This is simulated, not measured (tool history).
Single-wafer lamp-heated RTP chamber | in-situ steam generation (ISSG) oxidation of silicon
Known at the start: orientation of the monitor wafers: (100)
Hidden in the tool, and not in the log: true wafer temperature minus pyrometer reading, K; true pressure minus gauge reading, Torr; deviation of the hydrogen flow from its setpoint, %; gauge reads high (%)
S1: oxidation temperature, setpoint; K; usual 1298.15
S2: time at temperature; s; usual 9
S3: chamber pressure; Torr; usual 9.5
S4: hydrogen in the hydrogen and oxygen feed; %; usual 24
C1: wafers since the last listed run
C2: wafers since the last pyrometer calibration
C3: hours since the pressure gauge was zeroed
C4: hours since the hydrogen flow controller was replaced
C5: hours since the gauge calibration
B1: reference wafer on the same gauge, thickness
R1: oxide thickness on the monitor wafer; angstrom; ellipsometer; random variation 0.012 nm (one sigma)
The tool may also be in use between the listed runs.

run 1 hour=0 | S1=1298.15 S2=9 S3=9.5 S4=24 | C1=0 C2=3588 C3=2560.9 C4=4725.2 C5=937.2 | B1=4.649 | R1=45.49
run 2 hour=52.4 | S1=1298.15 S2=9 S3=9.5 S4=24 | C1=492 C2=4080 C3=2613.3 C4=4777.6 C5=989.6 | B1=4.648 | R1=45.77
run 3 hour=102.4 | S1=1298.15 S2=9 S3=9.5 S4=24 | C1=469 C2=4550 C3=2663.3 C4=4827.6 C5=1039.6 | B1=4.649 | R1=45.82
run 4 hour=136.2 | S1=1298.15 S2=9 S3=9.5 S4=24 | C1=317 C2=4867 C3=2697.1 C4=4861.4 C5=1073.4 | B1=4.649 | R1=45.39
run 5 hour=188.6 | S1=1298.15 S2=7 S3=9.5 S4=24 | C1=492 C2=5360 C3=2749.5 C4=4913.8 C5=1125.8 | B1=4.648 | R1=40.8
run 6 hour=240.5 | S1=1298.15 S2=9 S3=9.5 S4=24 | C1=487 C2=5847 C3=2801.4 C4=4965.7 C5=1177.7 | B1=4.656 | R1=45.78
run 7 hour=283.4 | S1=1298.15 S2=9 S3=9.5 S4=24 | C1=403 C2=6250 C3=2844.3 C4=5008.6 C5=1220.6 | B1=4.648 | R1=45.71
run 8 hour=316.2 | S1=1298.15 S2=9 S3=9.5 S4=24 | C1=308 C2=6558 C3=2877.1 C4=5041.4 C5=1253.4 | B1=4.653 | R1=45.52
-- hour=333 pyrometer window cleaned and pyrometer calibrated
run 9 hour=352.9 | S1=1298.15 S2=9 S3=9.5 S4=24 | C1=269 C2=187 C3=2913.8 C4=5078.1 C5=1290.1 | B1=4.654 | R1=45.68
run 10 hour=419 | S1=1298.15 S2=9 S3=9.5 S4=24 | C1=620 C2=808 C3=2979.9 C4=5144.2 C5=1356.2 | B1=4.647 | R1=45.64
run 11 hour=444.2 | S1=1308.15 S2=9 S3=10 S4=24 | C1=236 C2=1044 C3=3005.1 C4=5169.4 C5=1381.4 | B1=4.647 | R1=46.9
run 12 hour=511.7 | S1=1308.15 S2=9 S3=10 S4=24 | C1=634 C2=1679 C3=3072.6 C4=5236.9 C5=1448.9 | B1=4.654 | R1=47.17
run 13 hour=565.2 | S1=1298.15 S2=6 S3=9.5 S4=16 | C1=502 C2=2181 C3=3126.1 C4=5290.4 C5=1502.4 | B1=4.653 | R1=34.55
-- hour=590.2 gauge calibrated
run 14 hour=623.6 | S1=1298.15 S2=9 S3=8.1 S4=28 | C1=548 C2=2730 C3=3184.5 C4=5348.8 C5=33.4 | B1=4.647 | R1=48.66
run 15 hour=678.5 | S1=1298.15 S2=9 S3=9.5 S4=24 | C1=515 C2=3246 C3=3239.4 C4=5403.7 C5=88.3 | B1=4.65 | R1=45.74
-- hour=778.1 hydrogen flow controller replaced
run 16 hour=833.6 | S1=1291.15 S2=9 S3=9.5 S4=16 | C1=1381 C2=4628 C3=3394.5 C4=55.5 C5=243.4 | B1=4.653 | R1=40.57
run 17 hour=898.5 | S1=1298.15 S2=9 S3=8 S4=21 | C1=609 C2=5237 C3=3459.4 C4=120.4 C5=308.3 | B1=4.648 | R1=44.78
-- hour=927.7 pyrometer window cleaned and pyrometer calibrated
run 18 hour=965 | S1=1298.15 S2=9 S3=9.5 S4=24 | C1=549 C2=350 C3=3525.9 C4=186.9 C5=374.8 | B1=4.655 | R1=45.86
-- hour=1031.2 pressure gauge zeroed
run 19 hour=1031.7 | S1=1298.15 S2=9 S3=10.1 S4=24 | C1=551 C2=901 C3=0.5 C4=253.6 C5=441.5 | B1=4.648 | R1=45.22
run 20 hour=1073.6 | S1=1298.15 S2=9 S3=9.5 S4=24 | C1=393 C2=1295 C3=42.4 C4=295.5 C5=483.4 | B1=4.652 | R1=45.52
run 21 hour=1117.3 | S1=1305.15 S2=9 S3=8.9 S4=24 | C1=410 C2=1705 C3=86.1 C4=339.2 C5=527.1 | B1=4.65 | R1=47.49
run 22 hour=1173.4 | S1=1307.15 S2=5 S3=10.1 S4=24 | C1=527 C2=2232 C3=142.2 C4=395.3 C5=583.2 | B1=4.652 | R1=35.84
run 23 hour=1202.4 | S1=1298.15 S2=9 S3=9.5 S4=30 | C1=272 C2=2505 C3=171.2 C4=424.3 C5=612.2 | B1=4.649 | R1=48.4
run 24 hour=1250.8 | S1=1298.15 S2=9 S3=9.5 S4=24 | C1=454 C2=2959 C3=219.6 C4=472.7 C5=660.6 | B1=4.65 | R1=45.45
run 25 hour=1275.9 | S1=1298.15 S2=9 S3=9.5 S4=24 | C1=235 C2=3195 C3=244.7 C4=497.8 C5=685.7 | B1=4.651 | R1=45.78
run 26 hour=1315.2 | S1=1298.15 S2=9 S3=9.5 S4=27 | C1=369 C2=3564 C3=284 C4=537.1 C5=725 | B1=4.651 | R1=46.88
run 27 hour=1382.6 | S1=1315.15 S2=12 S3=9 S4=32 | C1=633 C2=4198 C3=351.4 C4=604.5 C5=792.4 | B1=4.651 | R1=60.81
run 28 hour=1416.5 | S1=1298.15 S2=9 S3=9.5 S4=28 | C1=318 C2=4516 C3=385.3 C4=638.4 C5=826.3 | B1=4.65 | R1=47.53
run 29 hour=1442.1 | S1=1306.15 S2=9 S3=9.5 S4=28 | C1=240 C2=4757 C3=410.9 C4=664 C5=851.9 | B1=4.648 | R1=48.63
run 30 hour=1467.6 | S1=1307.15 S2=7 S3=9.5 S4=32 | C1=239 C2=4996 C3=436.4 C4=689.5 C5=877.4 | B1=4.65 | R1=45.66
-- hour=1494 pyrometer window cleaned and pyrometer calibrated
run 31 hour=1516.9 | S1=1293.15 S2=13 S3=9.5 S4=16 | C1=387 C2=214 C3=485.7 C4=738.8 C5=926.7 | B1=4.646 | R1=48.09

How the hidden state differs across the entries between the runs, from the last listed run before each to the first after it:
Between runs 8 and 9: pyrometer window cleaned and pyrometer calibrated (hour 333)
  no hidden state differs between the two runs
Between runs 13 and 14: gauge calibrated (hour 590.2)
  no hidden state differs between the two runs
Between runs 15 and 16: hydrogen flow controller replaced (hour 778.1)
  no hidden state differs between the two runs
Between runs 17 and 18: pyrometer window cleaned and pyrometer calibrated (hour 927.7)
  no hidden state differs between the two runs
Between runs 18 and 19: pressure gauge zeroed (hour 1031.2)
  no hidden state differs between the two runs
Between runs 30 and 31: pyrometer window cleaned and pyrometer calibrated (hour 1494)
  no hidden state differs between the two runs
